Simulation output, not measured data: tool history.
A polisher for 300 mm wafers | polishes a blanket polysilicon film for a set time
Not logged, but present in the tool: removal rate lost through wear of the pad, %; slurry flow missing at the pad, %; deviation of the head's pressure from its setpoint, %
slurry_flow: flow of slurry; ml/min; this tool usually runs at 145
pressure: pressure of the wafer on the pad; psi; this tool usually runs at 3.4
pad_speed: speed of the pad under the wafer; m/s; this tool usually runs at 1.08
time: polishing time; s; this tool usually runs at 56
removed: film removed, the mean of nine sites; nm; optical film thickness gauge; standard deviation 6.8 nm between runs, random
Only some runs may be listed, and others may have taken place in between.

run	hour	slurry_flow	pressure	pad_speed	time	wafers since the last listed run	wafers polished on this pad	hours since the slurry nozzle was cleaned	hours since the head pressure was calibrated	incoming thickness of the incoming film, nm	removed
1	0	145	3.4	1.08	56	0	375	443.9	1034.9	1726.5	700.8
2	16.4	145	3.4	1.08	56	206	582	460.3	1051.3	1740	680
3	33.3	145	3.4	1.08	56	212	795	477.2	1068.2	1717	669.6
# hour 38.4: worn pad replaced by a new one
4	47.3	145	3.4	1.08	56	125	112	491.2	1082.2	1727.6	713
5	63.8	145	3.4	1.08	56	207	320	507.7	1098.7	1745.9	701.3
6	71.8	145	3.4	1.08	65	100	420	515.7	1106.7	1755.2	791.1
7	82.3	145	3.4	1.08	56	132	553	526.2	1117.2	1747.4	674
8	94.3	145	3.4	1.08	56	151	704	538.2	1129.2	1731	665.6
# hour 103.1: worn pad replaced by a new one
9	110.4	145	3.4	1.08	56	152	91	554.3	1145.3	1733.1	722
10	123.4	145	3.4	1.08	56	163	255	567.3	1158.3	1745.3	706.5
11	139	145	3.4	1.08	56	196	451	582.9	1173.9	1745.9	690.2
12	145.4	145	3.4	1.08	56	80	531	589.3	1180.3	1709	683.2
13	155.4	145	3.4	1.08	56	125	657	599.3	1190.3	1721.9	677.5
# hour 163: worn pad replaced by a new one
14	166.8	165	3.4	1.08	41	93	47	610.7	1201.7	1726.3	548.3
15	174.8	145	3.4	0.88	56	100	148	618.7	1209.7	1740.3	580.2
# hour 183.6: slurry nozzle cleaned
16	184.1	175	2.3	0.88	62	104	252	0.5	1219	1728.5	536
17	194.6	190	2.3	1.28	56	132	384	11	1229.5	1745.3	699.9
18	202.1	105	4.1	1.08	56	94	479	18.5	1237	1753.2	716.8
19	214.6	95	3.4	1.08	56	157	636	31	1249.5	1742.6	600.5
# hour 220.7: head pressure recalibrated
# hour 228.4: worn pad replaced by a new one
20	231.5	145	3.4	1.08	56	137	38	47.9	10.8	1731.5	723.4
21	243.3	145	3.9	1.08	71	148	187	59.7	22.6	1712.1	973.9
22	251	110	3.4	1.08	50	96	284	67.4	30.3	1731.9	598.3
23	275.5	145	3.4	1.08	56	308	592	91.9	54.8	1739.1	665.7
# hour 289.1: worn pad replaced by a new one
24	290	170	4.1	0.86	39	132	11	106.4	69.3	1725.9	467.9
25	304.6	145	3.4	1.08	56	183	195	121	83.9	1743.5	707.6

Consider 3 possible next runs. They are alternatives, not a sequence: every one starts from the tool as it was left by run 25. What does each give?
A	305	145	3.4	1.08	56	5	200	121.4	84.3	1743.5	?
B	305	185	3.9	1.44	73	5	200	121.4	84.3	1743.5	?
C	305	190	4.3	0.76	56	5	200	121.4	84.3	1743.5	?

run	removed
A	714.8
B	1409.5
C	610.1
The same runs, with their run-to-run variation unchanged, on a tool lacking any hidden condition would have given:
run	removed
A	740.1
B	1459.5
C	631.7
